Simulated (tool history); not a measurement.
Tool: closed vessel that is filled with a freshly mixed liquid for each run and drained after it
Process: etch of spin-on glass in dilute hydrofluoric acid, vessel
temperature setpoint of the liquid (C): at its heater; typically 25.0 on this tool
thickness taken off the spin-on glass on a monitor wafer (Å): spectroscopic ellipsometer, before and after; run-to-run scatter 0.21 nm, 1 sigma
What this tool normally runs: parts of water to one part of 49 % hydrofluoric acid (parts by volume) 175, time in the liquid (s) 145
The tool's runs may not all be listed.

run,hour,temperature setpoint of the liquid (C),parts of water to one part of 49 % hydrofluoric acid (parts by volume),time in the liquid (s),"read-back film thickness of the spin-on glass reference wafer, read on the same gauge (nm)",thickness taken off the spin-on glass on a monitor wafer (Å)
1,0.0,25.0,175,145,120.03,225.0
2,62.8,25.0,175,145,119.96,220.2
3,131.8,25.0,175,145,119.99,226.1
4,190.7,23.0,175,145,119.99,209.9
5,260.6,23.0,175,145,119.98,206.3
6,319.2,25.0,175,205,120.04,311.7
7,371.4,25.0,175,205,119.95,311.9
8,417.2,25.0,175,145,120.00,224.0
9,474.7,25.0,175,145,120.00,222.7
# hour 485.7: gauge calibrated
# hour 498.1: hydrofluoric acid flow meter replaced
10,631.4,25.0,175,145,119.98,248.4
11,671.2,25.0,175,145,119.98,246.7
12,740.3,25.0,175,180,119.97,311.9
13,792.5,25.0,175,180,119.99,313.0
14,820.8,25.0,175,180,120.00,315.6
15,874.7,25.0,175,145,119.97,251.2
16,922.2,29.0,255,145,119.98,177.8
# hour 923.9: thermometer replaced
17,952.9,21.5,250,100,119.98,89.1
18,997.7,25.0,175,145,120.00,232.2
19,1052.5,25.0,115,210,120.01,549.5
20,1089.5,28.5,95,200,119.97,738.1
21,1140.8,25.0,175,70,120.01,111.3
22,1184.1,25.0,175,70,119.95,110.6
23,1208.7,26.5,105,120,120.01,366.0
24,1263.6,23.5,175,70,120.02,106.0
25,1325.3,25.0,175,145,120.00,230.8
26,1370.3,23.0,210,75,119.98,88.0
27,1413.5,25.0,175,145,119.99,228.8
28,1454.9,29.0,100,115,119.97,407.3
29,1508.2,29.0,215,75,120.02,106.2
# hour 1546.1: gauge calibrated
30,1559.8,25.0,175,145,119.99,228.5

Selected run-to-run steps in thickness taken off the spin-on glass on a monitor wafer (Å), each split into two signed amounts: the part the tool would show with no hidden state at all (from settings, incoming material and random variation), and the remainder, which goes to the hidden state together with any gauge scatter not common to the measured and the hidden-state-free results:
Hidden conditions of the tool in this case: liquid hotter than its thermometer reads (K); hydrofluoric acid flow below the setpoint (%); gauge reads high (%).
Run 9 -> 10: gauge calibrated, hydrofluoric acid flow meter replaced. thickness taken off the spin-on glass on a monitor wafer (Å) +25.7: hidden state +26.9, all else -1.2.
Run 16 -> 17: temperature setpoint of the liquid (C) 29.0 -> 21.5, parts of water to one part of 49 % hydrofluoric acid (parts by volume) 255 -> 250, time in the liquid (s) 145 -> 100, thermometer replaced. thickness taken off the spin-on glass on a monitor wafer (Å) -88.7: hidden state -11.1, all else -77.6.
Run 18 -> 19: parts of water to one part of 49 % hydrofluoric acid (parts by volume) 175 -> 115, time in the liquid (s) 145 -> 210. thickness taken off the spin-on glass on a monitor wafer (Å) +317.3: hidden state -4.9, all else +322.2.
Run 20 -> 21: temperature setpoint of the liquid (C) 28.5 -> 25.0, parts of water to one part of 49 % hydrofluoric acid (parts by volume) 95 -> 175, time in the liquid (s) 200 -> 70. thickness taken off the spin-on glass on a monitor wafer (Å) -626.8: hidden state +10.1, all else -636.9.
Run 28 -> 29: parts of water to one part of 49 % hydrofluoric acid (parts by volume) 100 -> 215, time in the liquid (s) 115 -> 75. thickness taken off the spin-on glass on a monitor wafer (Å) -301.1: hidden state +4.7, all else -305.8.
